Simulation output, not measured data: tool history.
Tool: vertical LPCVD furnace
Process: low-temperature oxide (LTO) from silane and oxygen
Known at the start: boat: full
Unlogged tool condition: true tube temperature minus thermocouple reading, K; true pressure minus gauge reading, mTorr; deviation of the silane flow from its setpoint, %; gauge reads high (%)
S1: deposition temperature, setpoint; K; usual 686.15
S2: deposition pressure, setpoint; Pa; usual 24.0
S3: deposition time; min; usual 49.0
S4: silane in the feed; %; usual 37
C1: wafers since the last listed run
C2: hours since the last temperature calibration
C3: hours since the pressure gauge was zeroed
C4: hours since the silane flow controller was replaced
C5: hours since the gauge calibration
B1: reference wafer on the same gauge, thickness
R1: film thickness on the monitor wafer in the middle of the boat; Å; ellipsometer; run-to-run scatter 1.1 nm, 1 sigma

| run | hour | S1 | S2 | S3 | S4 | C1 | C2 | C3 | C4 | C5 | B1 | R1 |
|---|---|---|---|---|---|---|---|---|---|---|---|---|
| 1 | 0.0 | 676.15 | 24.0 | 49.0 | 37 | 0 | 723.7 | 2172.9 | 1164.5 | 254.1 | 363.87 | 3302.1 |
| 2 | 98.2 | 686.15 | 24.0 | 49.0 | 37 | 1712 | 821.9 | 2271.1 | 1262.7 | 352.3 | 364.04 | 3672.6 |
| 3 | 204.7 | 686.15 | 24.0 | 49.0 | 37 | 1856 | 928.4 | 2377.6 | 1369.2 | 458.8 | 363.97 | 3696.4 |
| 4 | 291.1 | 686.15 | 20.0 | 43.0 | 37 | 1506 | 1014.8 | 2464.0 | 1455.6 | 545.2 | 364.34 | 2691.0 |
| 5 | 392.3 | 686.15 | 20.0 | 43.0 | 37 | 1764 | 1116.0 | 2565.2 | 1556.8 | 646.4 | 363.39 | 2725.0 |
| 6 | 436.0 | 686.15 | 20.0 | 43.0 | 37 | 761 | 1159.7 | 2608.9 | 1600.5 | 690.1 | 364.16 | 2718.6 |
| 7 | 524.1 | 686.15 | 24.0 | 49.0 | 37 | 1535 | 1247.8 | 2697.0 | 1688.6 | 778.2 | 364.54 | 3706.0 |
| 8 | 584.7 | 686.15 | 24.0 | 49.0 | 37 | 1056 | 1308.4 | 2757.6 | 1749.2 | 838.8 | 363.75 | 3730.8 |
|  | 651.2 | thermocouples replaced and temperature profile calibrated |
| 9 | 651.7 | 686.15 | 24.0 | 49.0 | 37 | 749 | 0.5 | 2824.6 | 1816.2 | 905.8 | 364.12 | 3729.7 |
| 10 | 676.6 | 686.15 | 24.0 | 49.0 | 37 | 434 | 25.4 | 2849.5 | 1841.1 | 930.7 | 363.97 | 3734.7 |
| 11 | 730.1 | 695.15 | 24.0 | 39.5 | 37 | 932 | 78.9 | 2903.0 | 1894.6 | 984.2 | 363.86 | 3340.2 |
| 12 | 796.4 | 695.15 | 24.0 | 39.5 | 37 | 1155 | 145.2 | 2969.3 | 1960.9 | 1050.5 | 363.58 | 3335.0 |
|  | 835.2 | gauge calibrated |
| 13 | 851.3 | 686.15 | 26.0 | 49.0 | 37 | 957 | 200.1 | 3024.2 | 2015.8 | 16.1 | 364.06 | 4072.5 |
| 14 | 952.9 | 695.15 | 24.0 | 39.5 | 37 | 1771 | 301.7 | 3125.8 | 2117.4 | 117.7 | 364.01 | 3334.4 |
| 15 | 1041.1 | 686.15 | 24.0 | 49.0 | 37 | 1537 | 389.9 | 3214.0 | 2205.6 | 205.9 | 363.76 | 3778.8 |
| 16 | 1131.7 | 686.15 | 24.0 | 49.0 | 37 | 1579 | 480.5 | 3304.6 | 2296.2 | 296.5 | 364.17 | 3794.1 |
| 17 | 1215.9 | 686.15 | 27.3 | 49.0 | 41 | 1467 | 564.7 | 3388.8 | 2380.4 | 380.7 | 363.67 | 4864.2 |
| 18 | 1254.3 | 689.15 | 21.3 | 56.5 | 33 | 669 | 603.1 | 3427.2 | 2418.8 | 419.1 | 363.64 | 3506.8 |
|  | 1282.0 | pressure gauge zeroed |
|  | 1331.9 | silane flow controller replaced |
| 19 | 1332.4 | 678.15 | 24.0 | 49.0 | 37 | 524 | 681.2 | 50.4 | 0.5 | 497.2 | 364.22 | 3322.1 |
| 20 | 1373.8 | 686.15 | 24.0 | 42.5 | 42 | 721 | 722.6 | 91.8 | 41.9 | 538.6 | 363.92 | 3648.2 |
| 21 | 1451.2 | 686.15 | 22.0 | 35.5 | 37 | 1349 | 800.0 | 169.2 | 119.3 | 616.0 | 363.70 | 2400.8 |
| 22 | 1530.5 | 686.15 | 30.0 | 64.5 | 37 | 1382 | 879.3 | 248.5 | 198.6 | 695.3 | 363.58 | 5930.8 |
| 23 | 1571.7 | 686.15 | 21.3 | 44.0 | 37 | 718 | 920.5 | 289.7 | 239.8 | 736.5 | 363.95 | 2889.9 |
| 24 | 1626.3 | 686.15 | 24.0 | 49.0 | 37 | 951 | 975.1 | 344.3 | 294.4 | 791.1 | 363.59 | 3617.8 |
| 25 | 1723.8 | 686.15 | 24.0 | 49.0 | 40 | 1699 | 1072.6 | 441.8 | 391.9 | 888.6 | 363.54 | 3994.8 |
| 26 | 1827.3 | 676.15 | 26.0 | 49.0 | 37 | 1804 | 1176.1 | 545.3 | 495.4 | 992.1 | 363.90 | 3541.8 |
| 27 | 1900.0 | 686.15 | 24.0 | 31.0 | 40 | 1267 | 1248.8 | 618.0 | 568.1 | 1064.8 | 363.81 | 2532.0 |

Here are 4 independent what-if runs from the current tool condition. What would each one return?
| A | 1905.1 | 686.15 | 28.7 | 49.0 | 37 | 88 | 1253.9 | 623.1 | 573.2 | 1069.9 | ? | ? |
| B | 1905.1 | 686.15 | 24.0 | 49.0 | 43 | 88 | 1253.9 | 623.1 | 573.2 | 1069.9 | ? | ? |
| C | 1905.1 | 692.15 | 28.0 | 29.5 | 37 | 88 | 1253.9 | 623.1 | 573.2 | 1069.9 | ? | ? |
| D | 1905.1 | 686.15 | 18.0 | 68.0 | 37 | 88 | 1253.9 | 623.1 | 573.2 | 1069.9 | ? | ? |

| run | B1 | R1 |
|---|---|---|
| A | 363.87 | 4348.8 |
| B | 363.87 | 4322.6 |
| C | 363.87 | 2725.2 |
| D | 363.87 | 3789.4 |
With the hidden condition removed and each run's random variation left untouched, the same runs would have given:
| run | R1 |
|---|---|
| A | 4333.5 |
| B | 4311.0 |
| C | 2715.8 |
| D | 3776.1 |

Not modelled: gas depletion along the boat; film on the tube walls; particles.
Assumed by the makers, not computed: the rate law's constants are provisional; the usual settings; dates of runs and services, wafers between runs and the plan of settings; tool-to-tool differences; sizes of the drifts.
